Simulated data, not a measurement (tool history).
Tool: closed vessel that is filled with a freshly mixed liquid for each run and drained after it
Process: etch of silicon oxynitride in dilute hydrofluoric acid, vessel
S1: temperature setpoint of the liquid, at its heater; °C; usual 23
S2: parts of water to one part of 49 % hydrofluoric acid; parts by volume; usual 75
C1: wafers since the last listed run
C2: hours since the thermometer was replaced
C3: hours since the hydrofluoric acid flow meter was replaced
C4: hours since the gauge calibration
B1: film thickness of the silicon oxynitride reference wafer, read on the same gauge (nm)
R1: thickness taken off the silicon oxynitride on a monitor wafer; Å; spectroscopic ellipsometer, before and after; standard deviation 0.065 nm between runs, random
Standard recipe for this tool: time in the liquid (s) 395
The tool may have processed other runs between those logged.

run 1 hour=0 | S1=23 S2=75 time_in_the_liquid_(s)=395 | C1=0 C2=1124.3 C3=1614.4 C4=113.5 | B1=59.99 | R1=96.9
run 2 hour=31.4 | S1=23 S2=75 time_in_the_liquid_(s)=395 | C1=1477 C2=1155.7 C3=1645.8 C4=144.9 | B1=60.01 | R1=96.5
run 3 hour=51.3 | S1=23 S2=75 time_in_the_liquid_(s)=395 | C1=936 C2=1175.6 C3=1665.7 C4=164.8 | B1=60.03 | R1=96.2
run 4 hour=83.8 | S1=23 S2=85 time_in_the_liquid_(s)=395 | C1=1528 C2=1208.1 C3=1698.2 C4=197.3 | B1=60.02 | R1=84.8
run 5 hour=108.8 | S1=23 S2=85 time_in_the_liquid_(s)=395 | C1=1176 C2=1233.1 C3=1723.2 C4=222.3 | B1=60.02 | R1=84.4
run 6 hour=126.3 | S1=23 S2=75 time_in_the_liquid_(s)=260 | C1=823 C2=1250.6 C3=1740.7 C4=239.8 | B1=60 | R1=63.4
run 7 hour=145.6 | S1=23 S2=75 time_in_the_liquid_(s)=260 | C1=907 C2=1269.9 C3=1760 C4=259.1 | B1=59.99 | R1=63.5
run 8 hour=161 | S1=23 S2=75 time_in_the_liquid_(s)=260 | C1=724 C2=1285.3 C3=1775.4 C4=274.5 | B1=60.01 | R1=63.8
run 9 hour=177.2 | S1=23 S2=85 time_in_the_liquid_(s)=470 | C1=762 C2=1301.5 C3=1791.6 C4=290.7 | B1=60 | R1=100
run 10 hour=212 | S1=23 S2=85 time_in_the_liquid_(s)=470 | C1=1637 C2=1336.3 C3=1826.4 C4=325.5 | B1=60.01 | R1=99.8
run 11 hour=225.8 | S1=26 S2=60 time_in_the_liquid_(s)=530 | C1=649 C2=1350.1 C3=1840.2 C4=339.3 | B1=60.01 | R1=191.4
run 12 hour=246 | S1=19.5 S2=90 time_in_the_liquid_(s)=395 | C1=950 C2=1370.3 C3=1860.4 C4=359.5 | B1=60 | R1=67.5
run 13 hour=277.4 | S1=23 S2=75 time_in_the_liquid_(s)=520 | C1=1477 C2=1401.7 C3=1891.8 C4=390.9 | B1=60.01 | R1=128.4
run 14 hour=295.5 | S1=23 S2=75 time_in_the_liquid_(s)=395 | C1=851 C2=1419.8 C3=1909.9 C4=409 | B1=60.01 | R1=97.4
run 15 hour=310.2 | S1=23 S2=75 time_in_the_liquid_(s)=395 | C1=691 C2=1434.5 C3=1924.6 C4=423.7 | B1=60.02 | R1=97.2
run 16 hour=325.4 | S1=23 S2=60 time_in_the_liquid_(s)=395 | C1=715 C2=1449.7 C3=1939.8 C4=438.9 | B1=60 | R1=123.4
-- hour=327.3 hydrofluoric acid flow meter replaced
-- hour=341.5 gauge calibrated
run 17 hour=344.6 | S1=23 S2=85 time_in_the_liquid_(s)=395 | C1=856 C2=1468.9 C3=17.3 C4=3.1 | B1=60.03 | R1=95.7
-- hour=369.1 thermometer replaced
run 18 hour=369.7 | S1=23 S2=75 time_in_the_liquid_(s)=260 | C1=1133 C2=0.6 C3=42.4 C4=28.2 | B1=60 | R1=65.2
run 19 hour=404.1 | S1=24.5 S2=75 time_in_the_liquid_(s)=185 | C1=1618 C2=35 C3=76.8 C4=62.6 | B1=59.98 | R1=50.4
run 20 hour=505.1 | S1=21.5 S2=105 time_in_the_liquid_(s)=295 | C1=4751 C2=136 C3=177.8 C4=163.6 | B1=60.01 | R1=47.8
run 21 hour=519.4 | S1=25.5 S2=60 time_in_the_liquid_(s)=395 | C1=672 C2=150.3 C3=192.1 C4=177.9 | B1=60 | R1=140.6

Predict each of these 4 candidate next runs independently; none follows another, all start after run 21:
run A hour=520.2 | S1=23 S2=75 time_in_the_liquid_(s)=395 | C1=37 C2=151.1 C3=192.9 C4=178.7 | B1=? | R1=?
run B hour=520.2 | S1=26.5 S2=110 time_in_the_liquid_(s)=395 | C1=37 C2=151.1 C3=192.9 C4=178.7 | B1=? | R1=?
run C hour=520.2 | S1=19 S2=60 time_in_the_liquid_(s)=200 | C1=37 C2=151.1 C3=192.9 C4=178.7 | B1=? | R1=?
run D hour=520.2 | S1=24.5 S2=45 time_in_the_liquid_(s)=535 | C1=37 C2=151.1 C3=192.9 C4=178.7 | B1=? | R1=?

run=A B1=59.99 R1=98.5
run=B B1=59.99 R1=76.7
run=C B1=59.99 R1=51.8
run=D B1=59.99 R1=245.3
With no hidden state in the tool, these same runs would have given:
run=A R1=98.6
run=B R1=76.9
run=C R1=51.8
run=D R1=245.4
